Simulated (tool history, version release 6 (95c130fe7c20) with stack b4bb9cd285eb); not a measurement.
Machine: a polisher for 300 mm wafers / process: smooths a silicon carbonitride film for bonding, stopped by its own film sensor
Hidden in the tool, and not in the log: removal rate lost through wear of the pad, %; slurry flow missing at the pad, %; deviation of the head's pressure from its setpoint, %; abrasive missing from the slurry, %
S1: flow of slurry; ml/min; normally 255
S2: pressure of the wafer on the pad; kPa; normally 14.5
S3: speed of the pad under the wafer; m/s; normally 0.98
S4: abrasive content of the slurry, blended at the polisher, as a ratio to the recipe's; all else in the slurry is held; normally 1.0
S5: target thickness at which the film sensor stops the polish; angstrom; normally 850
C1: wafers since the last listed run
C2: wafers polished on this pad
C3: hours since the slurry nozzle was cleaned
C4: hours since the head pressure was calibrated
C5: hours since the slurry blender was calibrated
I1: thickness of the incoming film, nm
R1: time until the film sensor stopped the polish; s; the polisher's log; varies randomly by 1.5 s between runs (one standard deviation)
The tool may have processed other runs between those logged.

run,hour,S1,S2,S3,S4,S5,C1,C2,C3,C4,C5,I1,R1
1,0.0,255,14.5,0.88,1.0,850,0,1140,183.7,538.9,116.3,110.8,125.0
2,51.8,255,14.5,0.88,1.0,850,262,1402,235.5,590.7,168.1,107.6,109.0
3,95.0,255,14.5,0.98,1.0,850,218,1621,278.7,633.9,211.3,108.9,107.9
# hour 109.4: worn pad replaced by a new one
# hour 177.2: slurry nozzle cleaned
# hour 205.1: slurry blender recalibrated
4,258.9,255,14.5,0.98,1.0,850,794,741,81.7,797.8,53.8,109.5,110.2
5,327.3,255,14.5,0.98,1.0,850,346,1087,150.1,866.2,122.2,110.2,113.5
6,387.1,255,14.5,0.98,1.1,850,302,1390,209.9,926.0,182.0,110.0,107.5
7,429.3,255,18.6,0.98,1.0,850,213,1603,252.1,968.2,224.2,110.8,89.9
8,461.2,255,18.6,0.98,1.0,850,161,1765,284.0,1000.1,256.1,109.7,85.8
# hour 478.7: worn pad replaced by a new one
# hour 498.7: slurry blender recalibrated
# hour 508.5: slurry nozzle cleaned
9,525.5,255,18.6,0.98,1.0,850,289,221,17.0,1064.4,26.8,108.8,84.1
# hour 536.4: head pressure recalibrated
10,590.0,255,14.5,0.98,1.0,850,316,538,81.5,53.6,91.3,112.2,122.0
11,626.3,255,14.5,0.98,1.0,850,183,721,117.8,89.9,127.6,109.9,113.8
12,684.1,255,14.5,0.84,1.0,850,292,1014,175.6,147.7,185.4,110.8,125.0
13,725.0,255,14.5,0.84,1.0,850,206,1221,216.5,188.6,226.3,109.2,119.7
14,767.9,255,14.5,0.98,1.0,850,217,1438,259.4,231.5,269.2,109.8,111.5

Run 15 comes next. What will it give?
# hour 788.1: worn pad replaced by a new one
# hour 793.5: slurry nozzle cleaned
# hour 872.6: slurry blender recalibrated
15,958.0,255,14.5,0.98,1.0,920,926,844,164.5,421.6,85.4,110.9,?

{"run 15": {"R1": 86.5}}
Without the tool's hidden state the same run would have given R1 86.5 s.
